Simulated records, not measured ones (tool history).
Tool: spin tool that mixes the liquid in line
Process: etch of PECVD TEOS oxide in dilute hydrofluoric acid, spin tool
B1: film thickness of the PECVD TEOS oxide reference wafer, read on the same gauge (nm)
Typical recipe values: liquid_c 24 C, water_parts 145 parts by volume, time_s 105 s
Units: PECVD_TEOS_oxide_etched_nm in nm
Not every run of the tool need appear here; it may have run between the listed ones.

Run 1, hour 0: usual settings; B1 130.01. Result: PECVD_TEOS_oxide_etched_nm 7.39 nm.
Run 2, hour 15.7: usual settings; B1 130.01. Result: PECVD_TEOS_oxide_etched_nm 7.22 nm.
Run 3, hour 30.3: usual settings but liquid_c 21.5 C, time_s 85 s; B1 130.04. Result: PECVD_TEOS_oxide_etched_nm 5.32 nm.
Run 4, hour 63.6: usual settings but liquid_c 21.5 C, time_s 85 s; B1 130.04. Result: PECVD_TEOS_oxide_etched_nm 5.37 nm.
Run 5, hour 97.4: usual settings but liquid_c 21.5 C, time_s 85 s; B1 130.02. Result: PECVD_TEOS_oxide_etched_nm 5.37 nm.
Run 6, hour 115.1: usual settings; B1 129.98. Result: PECVD_TEOS_oxide_etched_nm 7.38 nm.
Run 7, hour 130.2: usual settings but liquid_c 26.5 C; B1 130.02. Result: PECVD_TEOS_oxide_etched_nm 7.92 nm.
Run 8, hour 152.9: usual settings but water_parts 100 parts by volume; B1 130.01. Result: PECVD_TEOS_oxide_etched_nm 11.14 nm.
Run 9, hour 182: usual settings but water_parts 100 parts by volume; B1 130. Result: PECVD_TEOS_oxide_etched_nm 11 nm.
Run 10, hour 199.8: usual settings but liquid_c 29 C, water_parts 185 parts by volume, time_s 140 s; B1 130.01. Result: PECVD_TEOS_oxide_etched_nm 8.58 nm.
Run 11, hour 222.3: usual settings but liquid_c 29 C, water_parts 185 parts by volume; B1 130.02. Result: PECVD_TEOS_oxide_etched_nm 6.44 nm.
At hour 243.2: hydrofluoric acid flow meter replaced.
Run 12, hour 243.8: usual settings but liquid_c 21 C, water_parts 190 parts by volume, time_s 140 s; B1 129.98. Result: PECVD_TEOS_oxide_etched_nm 7.12 nm.
Run 13, hour 264: usual settings but liquid_c 20.5 C, water_parts 210 parts by volume, time_s 140 s; B1 130.01. Result: PECVD_TEOS_oxide_etched_nm 6.17 nm.
Run 14, hour 283.5: usual settings but liquid_c 19 C, water_parts 90 parts by volume, time_s 135 s; B1 130.01. Result: PECVD_TEOS_oxide_etched_nm 14.76 nm.
Run 15, hour 311.1: usual settings; B1 130.02. Result: PECVD_TEOS_oxide_etched_nm 8.1 nm.
Run 16, hour 385.7: usual settings but water_parts 190 parts by volume, time_s 55 s; B1 129.99. Result: PECVD_TEOS_oxide_etched_nm 3.08 nm.
Run 17, hour 414.2: usual settings but liquid_c 22 C, time_s 45 s; B1 130.01. Result: PECVD_TEOS_oxide_etched_nm 3.2 nm.
Run 18, hour 428.1: usual settings but liquid_c 27 C; B1 130.01. Result: PECVD_TEOS_oxide_etched_nm 9.07 nm.
At hour 442.5: gauge calibrated.
Run 19, hour 461.1: usual settings but water_parts 110 parts by volume, time_s 155 s; B1 130. Result: PECVD_TEOS_oxide_etched_nm 16.04 nm.
Run 20, hour 473.2: usual settings but liquid_c 20 C, water_parts 210 parts by volume; B1 129.97. Result: PECVD_TEOS_oxide_etched_nm 4.43 nm.
Run 21, hour 486.9: usual settings; B1 130.02. Result: PECVD_TEOS_oxide_etched_nm 7.99 nm.
Run 22, hour 508.1: usual settings but liquid_c 20.5 C, water_parts 210 parts by volume, time_s 140 s; B1 129.96. Result: PECVD_TEOS_oxide_etched_nm 6.04 nm.

What will run 23 give?
Run 23, hour 539.9: usual settings; B1 ?. Result: PECVD_TEOS_oxide_etched_nm ?.

Run 23 came out at B1 130.02, PECVD_TEOS_oxide_etched_nm 7.97 nm.
Minus the tool's unlogged condition, the same run would have read PECVD_TEOS_oxide_etched_nm 8.69 nm.
